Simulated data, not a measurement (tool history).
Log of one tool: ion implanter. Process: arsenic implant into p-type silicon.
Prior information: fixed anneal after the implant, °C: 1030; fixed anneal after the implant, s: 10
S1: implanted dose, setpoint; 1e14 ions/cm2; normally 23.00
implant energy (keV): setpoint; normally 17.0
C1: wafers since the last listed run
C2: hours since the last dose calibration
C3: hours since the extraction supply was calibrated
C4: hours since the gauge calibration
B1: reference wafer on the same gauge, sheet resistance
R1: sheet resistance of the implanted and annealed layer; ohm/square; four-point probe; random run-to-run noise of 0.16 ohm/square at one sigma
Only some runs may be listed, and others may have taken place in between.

Run 1, hour 0.0: usual settings; C1 0; C2 277.3; C3 6045.5; C4 655.8; B1 124.95. Result: R1 107.80 ohm/square.
Run 2, hour 201.0: usual settings; C1 3093; C2 478.3; C3 6246.5; C4 856.8; B1 124.98. Result: R1 108.42 ohm/square.
Run 3, hour 235.2: usual settings; C1 526; C2 512.5; C3 6280.7; C4 891.0; B1 125.00. Result: R1 108.20 ohm/square.
Run 4, hour 427.1: usual settings; C1 2953; C2 704.4; C3 6472.6; C4 1082.9; B1 124.99. Result: R1 108.32 ohm/square.
At hour 476.5: Faraday cup replaced and dose calibrated.
At hour 509.4: extraction supply calibrated.
Run 5, hour 576.0: usual settings; C1 2045; C2 99.5; C3 66.6; C4 1231.8; B1 124.98. Result: R1 108.03 ohm/square.
Run 6, hour 623.9: usual settings; C1 737; C2 147.4; C3 114.5; C4 1279.7; B1 124.99. Result: R1 107.81 ohm/square.
Run 7, hour 648.2: usual settings; C1 373; C2 171.7; C3 138.8; C4 1304.0; B1 124.99. Result: R1 108.13 ohm/square.
Run 8, hour 683.2: usual settings; C1 538; C2 206.7; C3 173.8; C4 1339.0; B1 125.00. Result: R1 108.05 ohm/square.
Run 9, hour 724.4: usual settings; C1 634; C2 247.9; C3 215.0; C4 1380.2; B1 125.01. Result: R1 107.91 ohm/square.
Run 10, hour 790.9: usual settings but S1 19.53 1e14 ions/cm2, implant energy (keV) 15.5; C1 1023; C2 314.4; C3 281.5; C4 1446.7; B1 125.00. Result: R1 114.19 ohm/square.
Run 11, hour 852.2: usual settings but S1 16.25 1e14 ions/cm2, implant energy (keV) 22.0; C1 943; C2 375.7; C3 342.8; C4 1508.0; B1 124.96. Result: R1 107.83 ohm/square.
Run 12, hour 980.7: usual settings but S1 17.76 1e14 ions/cm2, implant energy (keV) 21.0; C1 1977; C2 504.2; C3 471.3; C4 1636.5; B1 124.98. Result: R1 107.21 ohm/square.
At hour 1119.8: gauge calibrated.
Run 13, hour 1188.7: usual settings but S1 17.46 1e14 ions/cm2, implant energy (keV) 13.5; C1 3200; C2 712.2; C3 679.3; C4 68.9; B1 124.95. Result: R1 121.31 ohm/square.
Run 14, hour 1219.3: usual settings but S1 18.99 1e14 ions/cm2, implant energy (keV) 13.5; C1 470; C2 742.8; C3 709.9; C4 99.5; B1 124.99. Result: R1 119.11 ohm/square.
At hour 1229.3: Faraday cup replaced and dose calibrated.
Run 15, hour 1272.7: usual settings but S1 16.85 1e14 ions/cm2, implant energy (keV) 21.0; C1 698; C2 43.4; C3 763.3; C4 152.9; B1 124.98. Result: R1 107.24 ohm/square.
Run 16, hour 1396.5: usual settings but S1 27.99 1e14 ions/cm2, implant energy (keV) 11.5; C1 1905; C2 167.2; C3 887.1; C4 276.7; B1 125.07. Result: R1 115.43 ohm/square.
Run 17, hour 1460.8: usual settings; C1 989; C2 231.5; C3 951.4; C4 341.0; B1 125.00. Result: R1 107.92 ohm/square.
Run 18, hour 1496.4: usual settings; C1 547; C2 267.1; C3 987.0; C4 376.6; B1 125.01. Result: R1 107.99 ohm/square.

Consider 3 possible next runs. They are alternatives, not a sequence: every one starts from the tool as it was left by run 18. What does each give?
Run A, hour 1496.8: usual settings; C1 6; C2 267.5; C3 987.4; C4 377.0; B1 ?. Result: R1 ?.
Run B, hour 1496.8: usual settings but S1 26.52 1e14 ions/cm2, implant energy (keV) 15.0; C1 6; C2 267.5; C3 987.4; C4 377.0; B1 ?. Result: R1 ?.
Run C, hour 1496.8: usual settings but S1 21.01 1e14 ions/cm2; C1 6; C2 267.5; C3 987.4; C4 377.0; B1 ?. Result: R1 ?.

run      B1      R1
  A  124.98  108.27
  B  124.98  109.89
  C  124.98  109.93
With the hidden condition removed and each run's random variation left untouched, the same runs would have given:
run      R1
  A  107.63
  B  109.32
  C  109.20

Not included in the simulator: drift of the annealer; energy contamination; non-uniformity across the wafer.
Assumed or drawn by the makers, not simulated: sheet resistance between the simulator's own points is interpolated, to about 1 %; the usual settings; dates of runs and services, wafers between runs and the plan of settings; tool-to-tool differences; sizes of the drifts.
